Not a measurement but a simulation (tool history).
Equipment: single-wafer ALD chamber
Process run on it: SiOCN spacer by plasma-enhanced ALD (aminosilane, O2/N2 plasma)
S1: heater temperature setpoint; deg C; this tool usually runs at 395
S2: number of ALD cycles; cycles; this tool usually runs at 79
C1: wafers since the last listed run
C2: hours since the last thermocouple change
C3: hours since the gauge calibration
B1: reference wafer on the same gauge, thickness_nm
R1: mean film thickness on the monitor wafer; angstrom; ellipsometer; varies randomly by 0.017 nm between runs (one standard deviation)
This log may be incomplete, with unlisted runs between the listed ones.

| run | hour | S1 | S2 | C1 | C2 | C3 | B1 | R1 |
|---|---|---|---|---|---|---|---|---|
| 1 | 0.0 | 395 | 73 | 0 | 2083.0 | 184.6 | 5.060 | 42.62 |
| 2 | 21.1 | 391 | 79 | 101 | 2104.1 | 205.7 | 5.066 | 46.46 |
| 3 | 44.9 | 395 | 91 | 114 | 2127.9 | 229.5 | 5.058 | 53.54 |
| 4 | 63.1 | 395 | 91 | 87 | 2146.1 | 247.7 | 5.066 | 53.46 |
| 5 | 82.5 | 395 | 79 | 93 | 2165.5 | 267.1 | 5.059 | 46.30 |
| 6 | 95.4 | 406 | 79 | 61 | 2178.4 | 280.0 | 5.065 | 45.96 |
| 7 | 119.8 | 395 | 79 | 117 | 2202.8 | 304.4 | 5.066 | 46.82 |
| 8 | 147.5 | 395 | 79 | 133 | 2230.5 | 332.1 | 5.060 | 46.73 |
| 9 | 159.9 | 407 | 91 | 59 | 2242.9 | 344.5 | 5.064 | 52.40 |
|  | 170.5 | gauge calibrated |
| 10 | 182.5 | 399 | 89 | 108 | 2265.5 | 12.0 | 4.997 | 51.91 |
| 11 | 201.5 | 408 | 91 | 91 | 2284.5 | 31.0 | 5.008 | 52.19 |
| 12 | 234.3 | 395 | 79 | 157 | 2317.3 | 63.8 | 5.022 | 46.05 |
|  | 269.9 | thermocouple changed; heater temperature recalibrated |
| 13 | 270.4 | 408 | 67 | 135 | 0.5 | 99.9 | 5.035 | 38.55 |

Predict the results of run 14:
| 14 | 286.5 | 384 | 89 | 77 | 16.6 | 116.0 | ? | ? |

{"run 14": {"B1": 5.04, "R1": 52.27}}
If the tool had no hidden condition, the same run with the same run-to-run variation would have returned R1 51.80 angstrom.

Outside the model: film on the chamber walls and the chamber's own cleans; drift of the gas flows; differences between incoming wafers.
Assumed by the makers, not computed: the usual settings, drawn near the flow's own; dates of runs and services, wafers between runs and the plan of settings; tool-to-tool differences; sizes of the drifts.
